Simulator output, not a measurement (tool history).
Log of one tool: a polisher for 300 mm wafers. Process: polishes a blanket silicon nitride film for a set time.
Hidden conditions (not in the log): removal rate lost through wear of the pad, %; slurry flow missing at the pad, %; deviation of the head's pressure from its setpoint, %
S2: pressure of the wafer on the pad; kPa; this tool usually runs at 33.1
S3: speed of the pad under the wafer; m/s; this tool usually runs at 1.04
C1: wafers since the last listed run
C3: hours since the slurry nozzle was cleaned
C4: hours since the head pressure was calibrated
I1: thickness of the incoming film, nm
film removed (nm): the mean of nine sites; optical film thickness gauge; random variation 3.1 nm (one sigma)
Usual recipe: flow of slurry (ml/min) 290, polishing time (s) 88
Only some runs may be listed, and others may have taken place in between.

{"run": 1, "hour": 0.0, "flow of slurry (ml/min)": 290, "S2": 33.1, "S3": 1.04, "polishing time (s)": 68, "C1": 0, "wafers polished on this pad": 649, "C3": 221.3, "C4": 252.6, "I1": 641.4, "film removed (nm)": 151}
{"run": 2, "hour": 81.0, "flow of slurry (ml/min)": 290, "S2": 33.1, "S3": 1.04, "polishing time (s)": 68, "C1": 615, "wafers polished on this pad": 1264, "C3": 302.3, "C4": 333.6, "I1": 624, "film removed (nm)": 151.4}
{"run": 3, "hour": 127.9, "flow of slurry (ml/min)": 260, "S2": 33.1, "S3": 0.9, "polishing time (s)": 88, "C1": 356, "wafers polished on this pad": 1621, "C3": 349.2, "C4": 380.5, "I1": 629.7, "film removed (nm)": 172.3}
{"run": 4, "hour": 175.1, "flow of slurry (ml/min)": 260, "S2": 33.1, "S3": 0.9, "polishing time (s)": 88, "C1": 358, "wafers polished on this pad": 1979, "C3": 396.4, "C4": 427.7, "I1": 619.1, "film removed (nm)": 168.2}
{"run": 5, "hour": 263.1, "flow of slurry (ml/min)": 290, "S2": 33.1, "S3": 1.16, "polishing time (s)": 88, "C1": 668, "wafers polished on this pad": 2648, "C3": 484.4, "C4": 515.7, "I1": 625.1, "film removed (nm)": 207.4}
{"run": 6, "hour": 302.8, "flow of slurry (ml/min)": 260, "S2": 33.1, "S3": 1.04, "polishing time (s)": 88, "C1": 301, "wafers polished on this pad": 2950, "C3": 524.1, "C4": 555.4, "I1": 640.1, "film removed (nm)": 179.9}
{"hour": 328.0, "done": "slurry nozzle cleaned"}
{"hour": 351.3, "done": "head pressure recalibrated"}
{"run": 7, "hour": 380.5, "flow of slurry (ml/min)": 260, "S2": 33.1, "S3": 1.04, "polishing time (s)": 88, "C1": 567, "wafers polished on this pad": 3517, "C3": 52.5, "C4": 29.2, "I1": 634.4, "film removed (nm)": 184}
{"hour": 462.9, "done": "worn pad replaced by a new one"}
{"run": 8, "hour": 467.4, "flow of slurry (ml/min)": 260, "S2": 33.1, "S3": 1.04, "polishing time (s)": 88, "C1": 629, "wafers polished on this pad": 34, "C3": 139.4, "C4": 116.1, "I1": 625, "film removed (nm)": 202.3}
{"run": 9, "hour": 603.7, "flow of slurry (ml/min)": 290, "S2": 33.1, "S3": 1.04, "polishing time (s)": 88, "C1": 1035, "wafers polished on this pad": 1069, "C3": 275.7, "C4": 252.4, "I1": 628.7, "film removed (nm)": 199.3}
{"run": 10, "hour": 685.1, "flow of slurry (ml/min)": 290, "S2": 33.1, "S3": 1.04, "polishing time (s)": 88, "C1": 618, "wafers polished on this pad": 1688, "C3": 357.1, "C4": 333.8, "I1": 626.5, "film removed (nm)": 190.4}
{"run": 11, "hour": 770.3, "flow of slurry (ml/min)": 290, "S2": 33.1, "S3": 1.04, "polishing time (s)": 88, "C1": 647, "wafers polished on this pad": 2335, "C3": 442.3, "C4": 419, "I1": 627.3, "film removed (nm)": 187.4}
{"run": 12, "hour": 841.9, "flow of slurry (ml/min)": 290, "S2": 33.1, "S3": 1.04, "polishing time (s)": 88, "C1": 544, "wafers polished on this pad": 2879, "C3": 513.9, "C4": 490.6, "I1": 635.9, "film removed (nm)": 188}
{"hour": 869.2, "done": "slurry nozzle cleaned"}
{"run": 13, "hour": 941.2, "flow of slurry (ml/min)": 290, "S2": 33.1, "S3": 1.04, "polishing time (s)": 88, "C1": 746, "wafers polished on this pad": 3626, "C3": 72, "C4": 589.9, "I1": 628.8, "film removed (nm)": 192}
{"hour": 986.1, "done": "head pressure recalibrated"}
{"hour": 1013.1, "done": "worn pad replaced by a new one"}
{"run": 14, "hour": 1035.0, "flow of slurry (ml/min)": 290, "S2": 33.1, "S3": 1.04, "polishing time (s)": 88, "C1": 667, "wafers polished on this pad": 166, "C3": 165.8, "C4": 48.9, "I1": 628.1, "film removed (nm)": 205.9}
{"run": 15, "hour": 1137.4, "flow of slurry (ml/min)": 290, "S2": 33.1, "S3": 1.04, "polishing time (s)": 88, "C1": 778, "wafers polished on this pad": 944, "C3": 268.2, "C4": 151.3, "I1": 634.7, "film removed (nm)": 199.3}
{"run": 16, "hour": 1220.6, "flow of slurry (ml/min)": 290, "S2": 33.1, "S3": 1.04, "polishing time (s)": 88, "C1": 632, "wafers polished on this pad": 1576, "C3": 351.4, "C4": 234.5, "I1": 635.5, "film removed (nm)": 188.7}
{"run": 17, "hour": 1289.8, "flow of slurry (ml/min)": 290, "S2": 33.1, "S3": 1.04, "polishing time (s)": 88, "C1": 525, "wafers polished on this pad": 2102, "C3": 420.6, "C4": 303.7, "I1": 626.2, "film removed (nm)": 196}
{"run": 18, "hour": 1354.6, "flow of slurry (ml/min)": 290, "S2": 33.1, "S3": 0.84, "polishing time (s)": 80, "C1": 492, "wafers polished on this pad": 2594, "C3": 485.4, "C4": 368.5, "I1": 636.3, "film removed (nm)": 144.4}
{"run": 19, "hour": 1400.7, "flow of slurry (ml/min)": 290, "S2": 24.8, "S3": 1.16, "polishing time (s)": 72, "C1": 350, "wafers polished on this pad": 2944, "C3": 531.5, "C4": 414.6, "I1": 621.2, "film removed (nm)": 144.6}
{"hour": 1438.3, "done": "slurry nozzle cleaned"}
{"run": 20, "hour": 1504.0, "flow of slurry (ml/min)": 290, "S2": 33.1, "S3": 0.8, "polishing time (s)": 88, "C1": 777, "wafers polished on this pad": 3722, "C3": 65.7, "C4": 517.9, "I1": 637.4, "film removed (nm)": 147.5}
{"run": 21, "hour": 1550.7, "flow of slurry (ml/min)": 235, "S2": 23.4, "S3": 0.88, "polishing time (s)": 57, "C1": 354, "wafers polished on this pad": 4077, "C3": 112.4, "C4": 564.6, "I1": 640.4, "film removed (nm)": 87.3}
{"hour": 1585.0, "done": "worn pad replaced by a new one"}
{"run": 22, "hour": 1610.4, "flow of slurry (ml/min)": 290, "S2": 33.1, "S3": 1.04, "polishing time (s)": 88, "C1": 423, "wafers polished on this pad": 192, "C3": 172.1, "C4": 624.3, "I1": 635.4, "film removed (nm)": 201.3}
{"run": 23, "hour": 1653.8, "flow of slurry (ml/min)": 360, "S2": 44.8, "S3": 0.88, "polishing time (s)": 107, "C1": 329, "wafers polished on this pad": 522, "C3": 215.5, "C4": 667.7, "I1": 641.4, "film removed (nm)": 262.9}
{"hour": 1663.9, "done": "head pressure recalibrated"}
{"run": 24, "hour": 1703.1, "flow of slurry (ml/min)": 290, "S2": 33.1, "S3": 0.9, "polishing time (s)": 63, "C1": 359, "wafers polished on this pad": 882, "C3": 264.8, "C4": 39.2, "I1": 625.9, "film removed (nm)": 120.9}
{"run": 25, "hour": 1739.3, "flow of slurry (ml/min)": 290, "S2": 33.1, "S3": 1.04, "polishing time (s)": 88, "C1": 275, "wafers polished on this pad": 1157, "C3": 301, "C4": 75.4, "I1": 627.8, "film removed (nm)": 197.2}
{"run": 26, "hour": 1789.5, "flow of slurry (ml/min)": 290, "S2": 33.1, "S3": 1.04, "polishing time (s)": 88, "C1": 381, "wafers polished on this pad": 1538, "C3": 351.2, "C4": 125.6, "I1": 626.4, "film removed (nm)": 186.7}
{"run": 27, "hour": 1846.2, "flow of slurry (ml/min)": 250, "S2": 21.4, "S3": 1.26, "polishing time (s)": 109, "C1": 430, "wafers polished on this pad": 1969, "C3": 407.9, "C4": 182.3, "I1": 631.6, "film removed (nm)": 213.3}
{"run": 28, "hour": 1933.6, "flow of slurry (ml/min)": 260, "S2": 33.1, "S3": 1.04, "polishing time (s)": 88, "C1": 664, "wafers polished on this pad": 2633, "C3": 495.3, "C4": 269.7, "I1": 619.5, "film removed (nm)": 184.5}
{"hour": 1991.6, "done": "slurry nozzle cleaned"}
{"run": 29, "hour": 2015.8, "flow of slurry (ml/min)": 290, "S2": 33.1, "S3": 1.04, "polishing time (s)": 88, "C1": 616, "wafers polished on this pad": 3250, "C3": 24.2, "C4": 351.9, "I1": 625.2, "film removed (nm)": 184.8}
{"run": 30, "hour": 2065.8, "flow of slurry (ml/min)": 260, "S2": 25.5, "S3": 1.04, "polishing time (s)": 88, "C1": 379, "wafers polished on this pad": 3630, "C3": 74.2, "C4": 401.9, "I1": 625.7, "film removed (nm)": 163.3}
{"hour": 2091.4, "done": "worn pad replaced by a new one"}
{"run": 31, "hour": 2119.5, "flow of slurry (ml/min)": 255, "S2": 24.1, "S3": 1.14, "polishing time (s)": 88, "C1": 377, "wafers polished on this pad": 213, "C3": 127.9, "C4": 455.6, "I1": 618.8, "film removed (nm)": 184.4}
{"run": 32, "hour": 2220.3, "flow of slurry (ml/min)": 290, "S2": 33.1, "S3": 1.04, "polishing time (s)": 88, "C1": 765, "wafers polished on this pad": 979, "C3": 228.7, "C4": 556.4, "I1": 619.2, "film removed (nm)": 195.3}
{"run": 33, "hour": 2276.2, "flow of slurry (ml/min)": 235, "S2": 37.2, "S3": 1.14, "polishing time (s)": 106, "C1": 424, "wafers polished on this pad": 1404, "C3": 284.6, "C4": 612.3, "I1": 628.7, "film removed (nm)": 265.6}
{"run": 34, "hour": 2347.2, "flow of slurry (ml/min)": 290, "S2": 38.6, "S3": 1.04, "polishing time (s)": 66, "C1": 539, "wafers polished on this pad": 1943, "C3": 355.6, "C4": 683.3, "I1": 623.8, "film removed (nm)": 158.2}
{"hour": 2360.0, "done": "head pressure recalibrated"}
{"run": 35, "hour": 2454.7, "flow of slurry (ml/min)": 290, "S2": 40, "S3": 1.04, "polishing time (s)": 66, "C1": 801, "wafers polished on this pad": 2745, "C3": 463.1, "C4": 94.7, "I1": 639.5, "film removed (nm)": 160.7}
{"hour": 2508.5, "done": "slurry nozzle cleaned"}
{"run": 36, "hour": 2509.0, "flow of slurry (ml/min)": 290, "S2": 33.1, "S3": 1.04, "polishing time (s)": 88, "C1": 404, "wafers polished on this pad": 3150, "C3": 0.5, "C4": 149, "I1": 637.1, "film removed (nm)": 189.9}
{"run": 37, "hour": 2570.0, "flow of slurry (ml/min)": 290, "S2": 33.1, "S3": 1.04, "polishing time (s)": 108, "C1": 463, "wafers polished on this pad": 3613, "C3": 61.5, "C4": 210, "I1": 630.4, "film removed (nm)": 225.8}
{"run": 38, "hour": 2640.6, "flow of slurry (ml/min)": 290, "S2": 33.1, "S3": 1.04, "polishing time (s)": 88, "C1": 536, "wafers polished on this pad": 4150, "C3": 132.1, "C4": 280.6, "I1": 635.4, "film removed (nm)": 190.3}

3 options for the next run, each taken on its own from the tool as it stands now. Forecast them:
{"run": "A", "hour": 2641.1, "flow of slurry (ml/min)": 375, "S2": 33.1, "S3": 1.04, "polishing time (s)": 88, "C1": 3, "wafers polished on this pad": 4153, "C3": 132.6, "C4": 281.1, "I1": 631.3, "film removed (nm)": "?"}
{"run": "B", "hour": 2641.1, "flow of slurry (ml/min)": 290, "S2": 33.1, "S3": 1.14, "polishing time (s)": 88, "C1": 3, "wafers polished on this pad": 4153, "C3": 132.6, "C4": 281.1, "I1": 631.3, "film removed (nm)": "?"}
{"run": "C", "hour": 2641.1, "flow of slurry (ml/min)": 290, "S2": 33.1, "S3": 1.26, "polishing time (s)": 88, "C1": 3, "wafers polished on this pad": 4153, "C3": 132.6, "C4": 281.1, "I1": 631.3, "film removed (nm)": "?"}

run=A film_removed_(nm)=192.4
run=B film_removed_(nm)=202.6
run=C film_removed_(nm)=219.4
Without the tool's unlogged condition, the same runs would have read:
run=A film_removed_(nm)=213.7
run=B film_removed_(nm)=225
run=C film_removed_(nm)=243.7
